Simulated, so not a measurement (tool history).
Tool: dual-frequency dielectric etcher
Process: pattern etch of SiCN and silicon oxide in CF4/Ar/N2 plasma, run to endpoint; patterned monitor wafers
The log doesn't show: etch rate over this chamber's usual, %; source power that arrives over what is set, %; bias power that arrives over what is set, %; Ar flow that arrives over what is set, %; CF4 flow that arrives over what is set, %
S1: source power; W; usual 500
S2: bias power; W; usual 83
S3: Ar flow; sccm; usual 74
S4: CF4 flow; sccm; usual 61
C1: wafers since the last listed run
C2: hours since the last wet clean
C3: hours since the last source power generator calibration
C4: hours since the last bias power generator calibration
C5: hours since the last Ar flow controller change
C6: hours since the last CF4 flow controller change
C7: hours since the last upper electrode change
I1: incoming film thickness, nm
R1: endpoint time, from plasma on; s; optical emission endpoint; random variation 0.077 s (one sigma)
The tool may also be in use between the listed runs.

Run 1, day 0: usual settings but S4 65 sccm; C1 0; C2 184.7; C3 1764.4; C4 2665.4; C5 4638.3; C6 4098.6; C7 1871.4; I1 9.19. Result: R1 9.5 s.
Run 2, day 2.246: usual settings but S4 65 sccm; C1 600; C2 238.6; C3 1818.3; C4 2719.3; C5 4692.2; C6 4152.5; C7 1925.3; I1 9.13. Result: R1 9.5 s.
Run 3, day 4.367: usual settings but S1 580 W; C1 567; C2 289.5; C3 1869.2; C4 2770.2; C5 4743.1; C6 4203.4; C7 1976.2; I1 9.27. Result: R1 8.3 s.
Run 4, day 5.446: usual settings; C1 288; C2 315.4; C3 1895.1; C4 2796.1; C5 4769; C6 4229.3; C7 2002.1; I1 9.1. Result: R1 9.5 s.
At day 14.942: Ar flow controller replaced.
At day 15.125: wet clean of the chamber.
At day 16.062: upper electrode replaced.
Run 5, day 16.083: usual settings but S1 440 W, S3 82 sccm; C1 2478; C2 23; C3 2150.4; C4 3051.4; C5 27.4; C6 4484.6; C7 0.5; I1 9.27. Result: R1 11.8 s.
Run 6, day 16.208: usual settings but S2 77 W; C1 33; C2 26; C3 2153.4; C4 3054.4; C5 30.4; C6 4487.6; C7 3.5; I1 9.23. Result: R1 10.5 s.
Run 7, day 18.196: usual settings but S2 77 W; C1 531; C2 73.7; C3 2201.1; C4 3102.1; C5 78.1; C6 4535.3; C7 51.2; I1 9.24. Result: R1 10.6 s.
At day 20.296: bias power generator calibrated.
At day 21.754: wet clean of the chamber, repeated, since the last time left the tool worse.
Run 8, day 21.775: usual settings but S2 77 W; C1 645; C2 0.5; C3 2287; C4 35.5; C5 164; C6 4621.2; C7 137.1; I1 9.26. Result: R1 10 s.
Run 9, day 23.471: usual settings but S1 560 W; C1 453; C2 41.2; C3 2327.7; C4 76.2; C5 204.7; C6 4661.9; C7 177.8; I1 9.15. Result: R1 8.3 s.

Run 10 comes next. What will it give?
At day 24.742: CF4 flow controller replaced.
Run 10, day 25.15: usual settings but S1 390 W, S3 85 sccm; C1 382; C2 81.5; C3 2368; C4 116.5; C5 245; C6 9.8; C7 218.1; I1 9.17. Result: R1 ?.

R1: 12.9 s
Without the tool's hidden state the same run would have given R1 12.8 s.
